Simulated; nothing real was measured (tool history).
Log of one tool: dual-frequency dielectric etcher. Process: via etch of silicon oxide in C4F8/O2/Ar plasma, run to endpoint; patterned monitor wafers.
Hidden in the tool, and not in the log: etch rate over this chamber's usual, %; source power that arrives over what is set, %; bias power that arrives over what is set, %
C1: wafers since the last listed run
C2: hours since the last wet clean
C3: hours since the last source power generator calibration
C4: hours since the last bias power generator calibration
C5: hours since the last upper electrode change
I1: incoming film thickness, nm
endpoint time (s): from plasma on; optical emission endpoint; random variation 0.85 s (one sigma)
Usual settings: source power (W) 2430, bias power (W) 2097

run 1 hour=0.0 | source_power_(W)=2840 bias_power_(W)=2097 | C1=0 C2=589.1 C3=3014.8 C4=2575.0 C5=1839.3 | I1=1125.7 | endpoint_time_(s)=201.8
-- hour=0.2 wet clean of the chamber
run 2 hour=63.4 | source_power_(W)=2430 bias_power_(W)=2097 | C1=465 C2=63.2 C3=3078.2 C4=2638.4 C5=1902.7 | I1=1116.3 | endpoint_time_(s)=206.1
run 3 hour=91.6 | source_power_(W)=2430 bias_power_(W)=2097 | C1=207 C2=91.4 C3=3106.4 C4=2666.6 C5=1930.9 | I1=1119.0 | endpoint_time_(s)=207.8
run 4 hour=154.8 | source_power_(W)=2800 bias_power_(W)=2097 | C1=466 C2=154.6 C3=3169.6 C4=2729.8 C5=1994.1 | I1=1132.1 | endpoint_time_(s)=198.2
run 5 hour=207.8 | source_power_(W)=2310 bias_power_(W)=2097 | C1=390 C2=207.6 C3=3222.6 C4=2782.8 C5=2047.1 | I1=1117.5 | endpoint_time_(s)=213.6
run 6 hour=234.7 | source_power_(W)=2430 bias_power_(W)=2097 | C1=198 C2=234.5 C3=3249.5 C4=2809.7 C5=2074.0 | I1=1118.6 | endpoint_time_(s)=207.9
run 7 hour=306.4 | source_power_(W)=2430 bias_power_(W)=2097 | C1=528 C2=306.2 C3=3321.2 C4=2881.4 C5=2145.7 | I1=1114.7 | endpoint_time_(s)=210.4
run 8 hour=370.2 | source_power_(W)=2430 bias_power_(W)=1780 | C1=470 C2=370.0 C3=3385.0 C4=2945.2 C5=2209.5 | I1=1131.3 | endpoint_time_(s)=223.4
run 9 hour=435.1 | source_power_(W)=2430 bias_power_(W)=2097 | C1=478 C2=434.9 C3=3449.9 C4=3010.1 C5=2274.4 | I1=1109.4 | endpoint_time_(s)=209.7
run 10 hour=481.2 | source_power_(W)=2430 bias_power_(W)=2097 | C1=339 C2=481.0 C3=3496.0 C4=3056.2 C5=2320.5 | I1=1121.1 | endpoint_time_(s)=214.6
run 11 hour=530.3 | source_power_(W)=2430 bias_power_(W)=2097 | C1=362 C2=530.1 C3=3545.1 C4=3105.3 C5=2369.6 | I1=1131.2 | endpoint_time_(s)=216.0
run 12 hour=567.0 | source_power_(W)=2160 bias_power_(W)=2097 | C1=270 C2=566.8 C3=3581.8 C4=3142.0 C5=2406.3 | I1=1114.3 | endpoint_time_(s)=222.8
run 13 hour=594.6 | source_power_(W)=2030 bias_power_(W)=2097 | C1=203 C2=594.4 C3=3609.4 C4=3169.6 C5=2433.9 | I1=1119.2 | endpoint_time_(s)=228.8
-- hour=647.1 upper electrode replaced
-- hour=648.9 wet clean of the chamber
run 14 hour=649.4 | source_power_(W)=2430 bias_power_(W)=2097 | C1=214 C2=0.5 C3=3664.2 C4=3224.4 C5=2.3 | I1=1123.0 | endpoint_time_(s)=198.0
run 15 hour=686.4 | source_power_(W)=2430 bias_power_(W)=2097 | C1=272 C2=37.5 C3=3701.2 C4=3261.4 C5=39.3 | I1=1111.5 | endpoint_time_(s)=195.3
-- hour=717.2 bias power generator calibrated
run 16 hour=728.2 | source_power_(W)=2430 bias_power_(W)=2097 | C1=278 C2=79.3 C3=3743.0 C4=11.0 C5=81.1 | I1=1120.5 | endpoint_time_(s)=197.6
run 17 hour=941.1 | source_power_(W)=2430 bias_power_(W)=2097 | C1=1570 C2=292.2 C3=3955.9 C4=223.9 C5=294.0 | I1=1124.4 | endpoint_time_(s)=200.1
-- hour=986.1 wet clean of the chamber, repeated, since the last time left the tool worse
run 18 hour=1008.2 | source_power_(W)=1990 bias_power_(W)=2590 | C1=317 C2=22.1 C3=4023.0 C4=291.0 C5=361.1 | I1=1110.7 | endpoint_time_(s)=208.2
run 19 hour=1057.5 | source_power_(W)=2850 bias_power_(W)=1665 | C1=363 C2=71.4 C3=4072.3 C4=340.3 C5=410.4 | I1=1121.6 | endpoint_time_(s)=210.2
run 20 hour=1095.4 | source_power_(W)=2430 bias_power_(W)=2097 | C1=279 C2=109.3 C3=4110.2 C4=378.2 C5=448.3 | I1=1122.3 | endpoint_time_(s)=209.7
run 21 hour=1147.2 | source_power_(W)=2430 bias_power_(W)=2097 | C1=382 C2=161.1 C3=4162.0 C4=430.0 C5=500.1 | I1=1115.8 | endpoint_time_(s)=208.4
run 22 hour=1209.5 | source_power_(W)=2430 bias_power_(W)=2450 | C1=459 C2=223.4 C3=4224.3 C4=492.3 C5=562.4 | I1=1120.6 | endpoint_time_(s)=199.1
-- hour=1264.9 source power generator calibrated
run 23 hour=1266.2 | source_power_(W)=2430 bias_power_(W)=2097 | C1=388 C2=280.1 C3=1.3 C4=549.0 C5=619.1 | I1=1130.2 | endpoint_time_(s)=211.8
run 24 hour=1298.2 | source_power_(W)=2620 bias_power_(W)=2358 | C1=235 C2=312.1 C3=33.3 C4=581.0 C5=651.1 | I1=1112.7 | endpoint_time_(s)=195.8
run 25 hour=1347.3 | source_power_(W)=2890 bias_power_(W)=1909 | C1=362 C2=361.2 C3=82.4 C4=630.1 C5=700.2 | I1=1125.7 | endpoint_time_(s)=204.4
run 26 hour=1397.1 | source_power_(W)=2190 bias_power_(W)=1729 | C1=367 C2=411.0 C3=132.2 C4=679.9 C5=750.0 | I1=1127.3 | endpoint_time_(s)=236.8
run 27 hour=1427.4 | source_power_(W)=2430 bias_power_(W)=1602 | C1=223 C2=441.3 C3=162.5 C4=710.2 C5=780.3 | I1=1120.7 | endpoint_time_(s)=231.9
run 28 hour=1452.0 | source_power_(W)=2430 bias_power_(W)=2097 | C1=181 C2=465.9 C3=187.1 C4=734.8 C5=804.9 | I1=1130.1 | endpoint_time_(s)=215.5
run 29 hour=1511.7 | source_power_(W)=2430 bias_power_(W)=2097 | C1=440 C2=525.6 C3=246.8 C4=794.5 C5=864.6 | I1=1117.2 | endpoint_time_(s)=213.0
-- hour=1559.7 wet clean of the chamber
run 30 hour=1560.2 | source_power_(W)=2650 bias_power_(W)=1608 | C1=180 C2=0.5 C3=295.3 C4=843.0 C5=913.1 | I1=1120.0 | endpoint_time_(s)=217.5
run 31 hour=1600.6 | source_power_(W)=2430 bias_power_(W)=1732 | C1=297 C2=40.9 C3=335.7 C4=883.4 C5=953.5 | I1=1111.8 | endpoint_time_(s)=219.2
run 32 hour=1636.5 | source_power_(W)=2160 bias_power_(W)=2097 | C1=264 C2=76.8 C3=371.6 C4=919.3 C5=989.4 | I1=1118.5 | endpoint_time_(s)=218.5
run 33 hour=1742.2 | source_power_(W)=2730 bias_power_(W)=1856 | C1=779 C2=182.5 C3=477.3 C4=1025.0 C5=1095.1 | I1=1121.5 | endpoint_time_(s)=207.7

Forecast each of these 4 alternatives for the next run:
run A hour=1742.7 | source_power_(W)=2430 bias_power_(W)=2097 | C1=3 C2=183.0 C3=477.8 C4=1025.5 C5=1095.6 | I1=1120.9 | endpoint_time_(s)=?
run B hour=1742.7 | source_power_(W)=1900 bias_power_(W)=2097 | C1=3 C2=183.0 C3=477.8 C4=1025.5 C5=1095.6 | I1=1120.9 | endpoint_time_(s)=?
run C hour=1742.7 | source_power_(W)=2680 bias_power_(W)=2097 | C1=3 C2=183.0 C3=477.8 C4=1025.5 C5=1095.6 | I1=1120.9 | endpoint_time_(s)=?
run D hour=1742.7 | source_power_(W)=2010 bias_power_(W)=1582 | C1=3 C2=183.0 C3=477.8 C4=1025.5 C5=1095.6 | I1=1120.9 | endpoint_time_(s)=?

run=A endpoint_time_(s)=209.9
run=B endpoint_time_(s)=232.1
run=C endpoint_time_(s)=201.6
run=D endpoint_time_(s)=248.8
Without the tool's hidden state the same runs would have given:
run=A endpoint_time_(s)=207.3
run=B endpoint_time_(s)=229.3
run=C endpoint_time_(s)=199.1
run=D endpoint_time_(s)=245.7
